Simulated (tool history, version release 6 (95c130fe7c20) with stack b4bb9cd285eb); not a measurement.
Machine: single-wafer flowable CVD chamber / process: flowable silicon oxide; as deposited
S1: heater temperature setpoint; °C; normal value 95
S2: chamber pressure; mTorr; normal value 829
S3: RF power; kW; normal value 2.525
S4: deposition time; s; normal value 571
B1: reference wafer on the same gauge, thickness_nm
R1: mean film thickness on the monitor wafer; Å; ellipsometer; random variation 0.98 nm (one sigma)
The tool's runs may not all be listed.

Run 1, day 0: usual settings; B1 476.121. Result: R1 4540.23 Å.
Run 2, day 1.683: usual settings; B1 475.927. Result: R1 4515.64 Å.
Run 3, day 4.088: usual settings; B1 475.998. Result: R1 4514.62 Å.
Run 4, day 6.162: usual settings; B1 475.903. Result: R1 4512.52 Å.
Run 5, day 8.067: usual settings; B1 476.158. Result: R1 4515.63 Å.
Run 6, day 9.529: usual settings; B1 476.139. Result: R1 4500.78 Å.
Run 7, day 11.575: usual settings but S2 979 mTorr; B1 476.097. Result: R1 5296.32 Å.
Run 8, day 17.829: usual settings but S2 979 mTorr; B1 475.799. Result: R1 5249.56 Å.
At day 18.662: capacitance manometer re-zeroed and calibrated.
Run 9, day 19.104: usual settings but S2 979 mTorr; B1 475.953. Result: R1 5167.7 Å.
Run 10, day 24.758: usual settings; B1 476.092. Result: R1 4365.2 Å.
At day 25.15: showerhead replaced.
Run 11, day 26.879: usual settings; B1 475.661. Result: R1 4382.25 Å.
At day 27.346: RF generator calibrated.
At day 29.125: thermocouple changed; heater temperature recalibrated.
Run 12, day 29.146: usual settings; B1 476.058. Result: R1 4539.78 Å.
Run 13, day 31.017: usual settings but S3 2.91 kW; B1 476.165. Result: R1 4574.97 Å.
Run 14, day 33.133: usual settings; B1 475.986. Result: R1 4526.68 Å.
Run 15, day 35.154: usual settings but S1 82 °C, S4 487 s; B1 476.097. Result: R1 6066.49 Å.
Run 16, day 36.488: usual settings but S1 104 °C, S3 2.92 kW, S4 663 s; B1 476.071. Result: R1 3829.27 Å.
Run 17, day 39.183: usual settings but S2 962 mTorr, S3 2.845 kW, S4 625 s; B1 476.05. Result: R1 5846.12 Å.
Run 18, day 41.117: usual settings but S2 888 mTorr; B1 475.84. Result: R1 4876.16 Å.
At day 43.021: gauge calibrated.
Run 19, day 43.929: usual settings but S4 507 s; B1 475.983. Result: R1 4018.41 Å.
Run 20, day 44.975: usual settings but S1 86 °C, S2 906 mTorr; B1 476.034. Result: R1 6807.57 Å.
Run 21, day 46.783: usual settings but S1 101 °C, S2 697 mTorr, S4 486 s; B1 476.025. Result: R1 2600.51 Å.
Run 22, day 49.238: usual settings but S2 979 mTorr; B1 475.97. Result: R1 5356.99 Å.
Run 23, day 50.279: usual settings; B1 475.888. Result: R1 4544.11 Å.

Run 24 comes next. What will it give?
Run 24, day 51.3: usual settings; B1 ?. Result: R1 ?.

{"run 24": {"B1": 475.924, "R1": 4546.26}}
Without the tool's hidden state the same run would have given R1 4505.6 Å.
